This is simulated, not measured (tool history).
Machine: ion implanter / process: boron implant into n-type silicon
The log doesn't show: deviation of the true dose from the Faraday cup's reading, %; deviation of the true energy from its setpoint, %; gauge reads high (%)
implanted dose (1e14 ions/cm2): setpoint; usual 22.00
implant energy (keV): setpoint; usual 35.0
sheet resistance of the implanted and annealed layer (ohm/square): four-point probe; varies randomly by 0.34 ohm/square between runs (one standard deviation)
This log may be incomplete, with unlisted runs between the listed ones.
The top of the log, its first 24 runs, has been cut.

run	hour	implanted dose (1e14 ions/cm2)	implant energy (keV)	wafers since the last listed run	hours since the last dose calibration	hours since the extraction supply was calibrated	hours since the gauge calibration	read-back reference wafer on the same gauge, sheet resistance	sheet resistance of the implanted and annealed layer (ohm/square)
25	1816.5	20.00	31.5	2063	981.1	4269.4	2252.7	81.66	78.30
# hour 1824.6: Faraday cup replaced and dose calibrated
# hour 1849.4: gauge calibrated
# hour 1932.6: extraction supply calibrated
26	2117.3	24.17	42.5	9053	292.7	184.7	267.9	81.70	67.59
27	2191.2	27.67	27.0	2349	366.6	258.6	341.8	81.65	68.83
28	2262.9	27.72	35.0	2279	438.3	330.3	413.5	81.60	64.37
29	2317.5	22.00	35.0	1735	492.9	384.9	468.1	81.76	73.58
30	2369.6	28.33	39.0	1656	545.0	437.0	520.2	81.66	62.04
31	2415.3	26.76	47.0	1452	590.7	482.7	565.9	81.62	63.04
32	2612.5	23.86	35.0	6268	787.9	679.9	763.1	81.64	69.38
33	2682.7	22.00	35.0	2231	858.1	750.1	833.3	81.56	72.94
# hour 2750.8: Faraday cup replaced and dose calibrated
34	2751.3	18.84	30.5	1926	0.5	818.7	901.9	81.67	82.77
35	2807.7	19.93	39.0	1792	56.9	875.1	958.3	81.80	77.10
36	2873.8	24.79	35.0	2101	123.0	941.2	1024.4	81.71	68.63
37	2957.9	24.58	39.0	2673	207.1	1025.3	1108.5	81.68	67.37

Alternative continuations, all from the tool just after run 37; predict every row:
A	2958.3	22.00	35.0	12	207.5	1025.7	1108.9	?	?
B	2958.3	22.00	25.0	12	207.5	1025.7	1108.9	?	?
C	2958.3	17.06	43.0	12	207.5	1025.7	1108.9	?	?
D	2958.3	20.17	31.5	12	207.5	1025.7	1108.9	?	?

run	read-back reference wafer on the same gauge, sheet resistance	sheet resistance of the implanted and annealed layer (ohm/square)
A	81.70	73.24
B	81.70	78.41
C	81.70	84.95
D	81.70	78.44
Stripped of hidden state, with their random variation kept, the same runs would have yielded:
run	sheet resistance of the implanted and annealed layer (ohm/square)
A	73.24
B	78.41
C	84.95
D	78.44
